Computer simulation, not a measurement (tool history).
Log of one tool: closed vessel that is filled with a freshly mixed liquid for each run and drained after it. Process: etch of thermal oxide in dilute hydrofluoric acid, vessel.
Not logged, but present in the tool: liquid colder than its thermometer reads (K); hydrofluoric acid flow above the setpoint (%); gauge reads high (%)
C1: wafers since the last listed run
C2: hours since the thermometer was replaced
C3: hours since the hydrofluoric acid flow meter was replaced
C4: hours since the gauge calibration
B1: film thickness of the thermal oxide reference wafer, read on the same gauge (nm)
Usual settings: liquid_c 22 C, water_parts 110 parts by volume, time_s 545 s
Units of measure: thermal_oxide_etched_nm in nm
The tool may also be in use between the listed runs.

{"run": 1, "hour": 0.0, "liquid_c": 25, "water_parts": 110, "time_s": 545, "C1": 0, "C2": 217, "C3": 171.8, "C4": 1858, "B1": 119.97, "thermal_oxide_etched_nm": 28.55}
{"run": 2, "hour": 41.1, "liquid_c": 22, "water_parts": 130, "time_s": 545, "C1": 3695, "C2": 258.1, "C3": 212.9, "C4": 1899.1, "B1": 119.96, "thermal_oxide_etched_nm": 21.05}
{"run": 3, "hour": 82.3, "liquid_c": 22, "water_parts": 130, "time_s": 545, "C1": 3704, "C2": 299.3, "C3": 254.1, "C4": 1940.3, "B1": 120.02, "thermal_oxide_etched_nm": 21.13}
{"run": 4, "hour": 120.5, "liquid_c": 22, "water_parts": 110, "time_s": 545, "C1": 3434, "C2": 337.5, "C3": 292.3, "C4": 1978.5, "B1": 119.99, "thermal_oxide_etched_nm": 25.52}
{"run": 5, "hour": 172.8, "liquid_c": 22, "water_parts": 110, "time_s": 545, "C1": 4702, "C2": 389.8, "C3": 344.6, "C4": 2030.8, "B1": 120.02, "thermal_oxide_etched_nm": 25.57}
{"run": 6, "hour": 273.9, "liquid_c": 22, "water_parts": 110, "time_s": 545, "C1": 9090, "C2": 490.9, "C3": 445.7, "C4": 2131.9, "B1": 120.01, "thermal_oxide_etched_nm": 25.8}
{"run": 7, "hour": 318.1, "liquid_c": 22, "water_parts": 110, "time_s": 545, "C1": 3974, "C2": 535.1, "C3": 489.9, "C4": 2176.1, "B1": 119.99, "thermal_oxide_etched_nm": 25.95}
{"run": 8, "hour": 376.6, "liquid_c": 22, "water_parts": 110, "time_s": 545, "C1": 5260, "C2": 593.6, "C3": 548.4, "C4": 2234.6, "B1": 119.98, "thermal_oxide_etched_nm": 25.98}
{"run": 9, "hour": 459.8, "liquid_c": 25.5, "water_parts": 155, "time_s": 225, "C1": 7480, "C2": 676.8, "C3": 631.6, "C4": 2317.8, "B1": 120.02, "thermal_oxide_etched_nm": 8.3}
{"run": 10, "hour": 528.7, "liquid_c": 22, "water_parts": 75, "time_s": 545, "C1": 6195, "C2": 745.7, "C3": 700.5, "C4": 2386.7, "B1": 119.97, "thermal_oxide_etched_nm": 39.82}
{"run": 11, "hour": 592.6, "liquid_c": 23.5, "water_parts": 155, "time_s": 410, "C1": 5745, "C2": 809.6, "C3": 764.4, "C4": 2450.6, "B1": 119.98, "thermal_oxide_etched_nm": 14.17}
{"run": 12, "hour": 639.3, "liquid_c": 17, "water_parts": 150, "time_s": 670, "C1": 4199, "C2": 856.3, "C3": 811.1, "C4": 2497.3, "B1": 119.96, "thermal_oxide_etched_nm": 18.46}
{"hour": 648.8, "done": "hydrofluoric acid flow meter replaced"}
{"run": 13, "hour": 675.6, "liquid_c": 26, "water_parts": 140, "time_s": 545, "C1": 3173, "C2": 892.6, "C3": 26.8, "C4": 2533.6, "B1": 120.02, "thermal_oxide_etched_nm": 22.65}
{"hour": 714.2, "done": "thermometer replaced"}
{"run": 14, "hour": 782.0, "liquid_c": 26.5, "water_parts": 65, "time_s": 295, "C1": 9477, "C2": 67.8, "C3": 133.2, "C4": 2640, "B1": 119.99, "thermal_oxide_etched_nm": 29.48}
{"run": 15, "hour": 835.1, "liquid_c": 17.5, "water_parts": 140, "time_s": 455, "C1": 4774, "C2": 120.9, "C3": 186.3, "C4": 2693.1, "B1": 120.02, "thermal_oxide_etched_nm": 13.47}
{"run": 16, "hour": 877.9, "liquid_c": 22, "water_parts": 110, "time_s": 545, "C1": 3848, "C2": 163.7, "C3": 229.1, "C4": 2735.9, "B1": 120.01, "thermal_oxide_etched_nm": 25.54}
{"run": 17, "hour": 935.7, "liquid_c": 22, "water_parts": 110, "time_s": 545, "C1": 5197, "C2": 221.5, "C3": 286.9, "C4": 2793.7, "B1": 119.99, "thermal_oxide_etched_nm": 25.82}
{"run": 18, "hour": 1003.4, "liquid_c": 22, "water_parts": 110, "time_s": 545, "C1": 6087, "C2": 289.2, "C3": 354.6, "C4": 2861.4, "B1": 120.03, "thermal_oxide_etched_nm": 25.81}
{"run": 19, "hour": 1085.9, "liquid_c": 20.5, "water_parts": 65, "time_s": 630, "C1": 7417, "C2": 371.7, "C3": 437.1, "C4": 2943.9, "B1": 120, "thermal_oxide_etched_nm": 49.79}

Run 20, settings as shown, results not yet in. Your forecast:
{"run": 20, "hour": 1189.5, "liquid_c": 25.5, "water_parts": 110, "time_s": 545, "C1": 9315, "C2": 475.3, "C3": 540.7, "C4": 3047.5, "B1": "?", "thermal_oxide_etched_nm": "?"}

{"run 20": {"B1": 119.93, "thermal_oxide_etched_nm": 29.93}}
Had the tool carried no hidden state, the very same run would have given thermal_oxide_etched_nm 28.89 nm.
